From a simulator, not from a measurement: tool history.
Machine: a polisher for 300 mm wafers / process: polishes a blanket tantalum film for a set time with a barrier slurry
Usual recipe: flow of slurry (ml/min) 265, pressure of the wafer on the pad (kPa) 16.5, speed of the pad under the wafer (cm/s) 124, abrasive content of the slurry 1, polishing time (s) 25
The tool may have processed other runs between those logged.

| run | hour | flow of slurry (ml/min) | pressure of the wafer on the pad (kPa) | speed of the pad under the wafer (cm/s) | abrasive content of the slurry | polishing time (s) | wafers since the last listed run | wafers polished on this pad | hours since the slurry nozzle was cleaned | hours since the head pressure was calibrated | hours since the slurry blender was calibrated | incoming thickness of the incoming film, nm | film removed (angstrom) |
|---|---|---|---|---|---|---|---|---|---|---|---|---|---|
| 1 | 0 | 335 | 16.5 | 124 | 1 | 25 | 0 | 1403 | 305.5 | 770.8 | 212.5 | 181 | 589 |
|  | 25.4 | head pressure recalibrated |
| 2 | 68.9 | 265 | 16.5 | 112 | 1 | 25 | 1208 | 2611 | 374.4 | 43.5 | 281.4 | 180.3 | 512 |
| 3 | 133.6 | 265 | 16.5 | 112 | 1 | 25 | 1168 | 3780 | 439.1 | 108.2 | 346.1 | 178.1 | 507 |
| 4 | 190.9 | 265 | 16.5 | 124 | 1 | 25 | 1034 | 4815 | 496.4 | 165.5 | 403.4 | 182.3 | 545 |
| 5 | 219.4 | 265 | 16.5 | 124 | 1 | 25 | 514 | 5330 | 524.9 | 194 | 431.9 | 179 | 537 |
|  | 245.1 | slurry nozzle cleaned |
| 6 | 260.4 | 265 | 16.5 | 124 | 1 | 25 | 722 | 6052 | 15.3 | 235 | 472.9 | 179.1 | 538 |
|  | 290.8 | slurry blender recalibrated |
| 7 | 308.8 | 220 | 16.5 | 124 | 1 | 21 | 838 | 6890 | 63.7 | 283.4 | 18 | 179.2 | 474 |
| 8 | 335.2 | 195 | 17.9 | 124 | 1.3 | 22 | 476 | 7367 | 90.1 | 309.8 | 44.4 | 181 | 578 |
| 9 | 396.6 | 305 | 20 | 146 | 1 | 32 | 1109 | 8476 | 151.5 | 371.2 | 105.8 | 176.1 | 1012 |
|  | 417.1 | worn pad replaced by a new one |
| 10 | 420.9 | 265 | 16.5 | 124 | 1 | 25 | 366 | 67 | 175.8 | 395.5 | 130.1 | 182.9 | 597 |
| 11 | 447.4 | 265 | 16.5 | 124 | 1 | 25 | 478 | 546 | 202.3 | 422 | 156.6 | 181.3 | 590 |
| 12 | 510.9 | 265 | 16.5 | 124 | 1 | 18 | 1146 | 1693 | 265.8 | 485.5 | 220.1 | 181.7 | 419 |
| 13 | 562.3 | 265 | 16.5 | 80 | 0.8 | 25 | 928 | 2621 | 317.2 | 536.9 | 271.5 | 182.7 | 349 |
|  | 674.9 | slurry nozzle cleaned |
| 14 | 701.4 | 265 | 16.5 | 124 | 1 | 25 | 2494 | 5116 | 26.5 | 676 | 410.6 | 179.2 | 549 |
|  | 728.7 | head pressure recalibrated |
| 15 | 755.2 | 265 | 16.5 | 124 | 1 | 25 | 935 | 6051 | 80.3 | 26.5 | 464.4 | 180.1 | 542 |
|  | 765.6 | slurry blender recalibrated |
| 16 | 786.7 | 265 | 16.5 | 164 | 0.9 | 25 | 532 | 6584 | 111.8 | 58 | 21.1 | 178.4 | 689 |
| 17 | 837.2 | 200 | 14.5 | 92 | 1 | 25 | 912 | 7496 | 162.3 | 108.5 | 71.6 | 178 | 381 |
| 18 | 894.6 | 265 | 16.5 | 152 | 1.15 | 25 | 1036 | 8533 | 219.7 | 165.9 | 129 | 176.8 | 703 |
|  | 905 | worn pad replaced by a new one |
| 19 | 965 | 265 | 16.5 | 124 | 1 | 25 | 1199 | 1083 | 290.1 | 236.3 | 199.4 | 179.9 | 584 |
| 20 | 1006.8 | 265 | 16.5 | 124 | 1 | 25 | 754 | 1838 | 331.9 | 278.1 | 241.2 | 177.1 | 570 |
| 21 | 1032.6 | 265 | 16.5 | 124 | 1.3 | 25 | 466 | 2304 | 357.7 | 303.9 | 267 | 182.4 | 629 |
|  | 1182.3 | slurry nozzle cleaned |
| 22 | 1239.4 | 265 | 16.5 | 124 | 1 | 25 | 3717 | 6021 | 57.1 | 510.7 | 473.8 | 178.2 | 541 |
|  | 1253 | slurry blender recalibrated |
| 23 | 1275.9 | 325 | 20.7 | 158 | 1 | 25 | 623 | 6644 | 93.6 | 547.2 | 22.9 | 181 | 907 |
| 24 | 1304.5 | 265 | 19.3 | 124 | 1.2 | 25 | 516 | 7161 | 122.2 | 575.8 | 51.5 | 178.3 | 709 |
| 25 | 1362.3 | 300 | 16.5 | 160 | 0.75 | 34 | 1043 | 8205 | 180 | 633.6 | 109.3 | 183.6 | 836 |
|  | 1368.9 | worn pad replaced by a new one |
| 26 | 1431.8 | 265 | 16.5 | 124 | 1 | 25 | 1183 | 1135 | 249.5 | 703.1 | 178.8 | 178.9 | 576 |
|  | 1450.1 | head pressure recalibrated |
| 27 | 1456.8 | 265 | 16.5 | 124 | 1 | 25 | 415 | 1550 | 274.5 | 6.7 | 203.8 | 178.2 | 574 |
| 28 | 1504.3 | 265 | 13.1 | 124 | 1 | 22 | 857 | 2408 | 322 | 54.2 | 251.3 | 179.3 | 393 |
| 29 | 1545.9 | 265 | 16.5 | 124 | 1 | 25 | 751 | 3160 | 363.6 | 95.8 | 292.9 | 179.5 | 554 |

Here are 5 independent what-if runs from the current tool condition. What would each one return?
| A | 1546.3 | 265 | 16.5 | 124 | 1 | 25 | 7 | 3167 | 364 | 96.2 | 293.3 | 181.2 | ? |
| B | 1546.3 | 310 | 20.7 | 90 | 1 | 25 | 7 | 3167 | 364 | 96.2 | 293.3 | 181.2 | ? |
| C | 1546.3 | 265 | 16.5 | 124 | 1 | 27 | 7 | 3167 | 364 | 96.2 | 293.3 | 181.2 | ? |
| D | 1546.3 | 265 | 21.4 | 124 | 0.9 | 25 | 7 | 3167 | 364 | 96.2 | 293.3 | 181.2 | ? |
| E | 1546.3 | 265 | 16.5 | 124 | 1 | 32 | 7 | 3167 | 364 | 96.2 | 293.3 | 181.2 | ? |

| run | film removed (angstrom) |
|---|---|
| A | 556 |
| B | 536 |
| C | 600 |
| D | 684 |
| E | 711 |
The same runs, with their run-to-run variation unchanged, on a tool lacking any hidden condition would have given:
| run | film removed (angstrom) |
|---|---|
| A | 613 |
| B | 592 |
| C | 662 |
| D | 759 |
| E | 785 |
